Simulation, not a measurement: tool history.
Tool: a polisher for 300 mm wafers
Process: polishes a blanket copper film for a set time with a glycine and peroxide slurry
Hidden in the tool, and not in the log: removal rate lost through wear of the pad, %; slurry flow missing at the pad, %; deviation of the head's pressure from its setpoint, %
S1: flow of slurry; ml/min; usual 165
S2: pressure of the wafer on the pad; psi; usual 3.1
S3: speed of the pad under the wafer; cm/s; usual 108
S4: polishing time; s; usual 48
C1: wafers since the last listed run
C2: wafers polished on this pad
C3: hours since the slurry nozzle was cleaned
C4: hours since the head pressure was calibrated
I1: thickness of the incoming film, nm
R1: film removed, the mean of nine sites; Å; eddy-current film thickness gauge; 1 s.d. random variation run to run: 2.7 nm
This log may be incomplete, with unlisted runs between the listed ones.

run	hour	S1	S2	S3	S4	C1	C2	C3	C4	I1	R1
1	0	165	3.1	108	48	0	992	99.4	466.4	1914.8	2351
2	22.8	165	3.1	108	48	203	1196	122.2	489.2	1973.4	2308
3	35.2	135	3.1	108	48	110	1307	134.6	501.6	1964.1	2271
4	52.5	165	3.1	108	41	154	1462	151.9	518.9	1923.9	1948
# hour 130.7: worn pad replaced by a new one
5	144.3	165	3.1	108	41	784	121	243.7	610.7	1968.1	2019
6	177.3	165	3.1	108	48	294	416	276.7	643.7	1973.4	2391
7	199.5	165	3.1	108	48	198	614	298.9	665.9	1974.6	2350
8	231.8	165	2.7	108	48	288	903	331.2	698.2	1972.9	2088
9	246.7	165	3.1	108	48	133	1036	346.1	713.1	1963.8	2278
10	261.9	165	3.1	108	48	135	1172	361.3	728.3	1959.9	2270
11	293.9	165	3.1	108	48	286	1458	393.3	760.3	1960.9	2237
12	352.9	165	3.1	108	48	527	1985	452.3	819.3	1911.9	2205
# hour 367.5: slurry nozzle cleaned
13	387	165	3.1	108	48	295	2281	19.5	853.4	1933.8	2185
# hour 396.5: worn pad replaced by a new one, of another model than before
14	415.1	165	3.1	108	48	215	166	47.6	881.5	1928.2	2428
15	443.6	165	3.1	136	48	254	421	76.1	910	1941.7	2784
16	465.3	115	3.1	84	58	193	615	97.8	931.7	1947.6	2122
17	492.2	130	3.1	108	48	240	855	124.7	958.6	1940.9	2169
18	522.6	185	3.1	108	34	271	1127	155.1	989	1954.6	1706
19	546.2	165	3.1	108	48	210	1338	178.7	1012.6	1968.6	2275
20	572	165	3.5	108	43	230	1568	204.5	1038.4	1921.8	2260
21	609.8	185	2.6	108	53	337	1906	242.3	1076.2	1943.3	2145
22	644.4	165	2.5	82	42	309	2215	276.9	1110.8	1906.2	1339
# hour 673.6: worn pad replaced by a new one
23	674.1	180	3.1	108	62	229	4	306.6	1140.5	1919.4	3207
24	687.3	215	3.8	124	41	117	122	319.8	1153.7	1935.3	2927
25	727	165	3.1	108	53	354	477	359.5	1193.4	1938.8	2660
# hour 760.3: head pressure recalibrated
26	760.8	185	2.3	90	55	284	761	393.3	0.5	1948.7	1901
27	772.6	165	3.1	108	62	105	867	405.1	12.3	1941.9	3065
# hour 776.2: slurry nozzle cleaned
28	806.6	195	2.6	142	41	294	1162	30.4	46.3	1936.4	2043
29	830.6	200	4	108	48	214	1376	54.4	70.3	1949.8	3135
30	858.1	165	3.1	96	41	245	1622	81.9	97.8	1933.1	1820
31	887.5	165	3.1	108	48	262	1885	111.3	127.2	1966.2	2285
# hour 912.7: worn pad replaced by a new one
32	919.3	165	3.1	108	48	248	59	143.1	159	1942.3	2409
33	943.6	165	3.1	108	65	217	276	167.4	183.3	1915.7	3333
34	970.3	225	3.1	108	39	238	515	194.1	210	1942.2	2078
35	1065.5	165	3.1	108	48	850	1366	289.3	305.2	1936.9	2325
36	1100.8	165	2.4	80	48	315	1681	324.6	340.5	1942.1	1533

Run-by-run hidden state of the tool:
slurry flow missing at the pad, %: 0 across all the runs
deviation of the head's pressure from its setpoint, %: 0 across all the runs
H1: removal rate lost through wear of the pad, %
run	H1
1	4.78
2	5.71
3	6.22
4	6.92
5	2.76
6	4.11
7	5.02
8	6.33
9	6.94
10	7.56
11	8.87
12	11.3
13	12.7
14	1.53
15	2.7
16	3.58
17	4.68
18	5.92
19	6.88
20	7.94
21	9.48
22	10.9
23	0.174
24	0.712
25	2.33
26	3.71
27	4.19
28	5.58
29	6.56
30	7.68
31	8.88
32	0.839
33	1.83
34	2.92
35	6.81
36	8.25
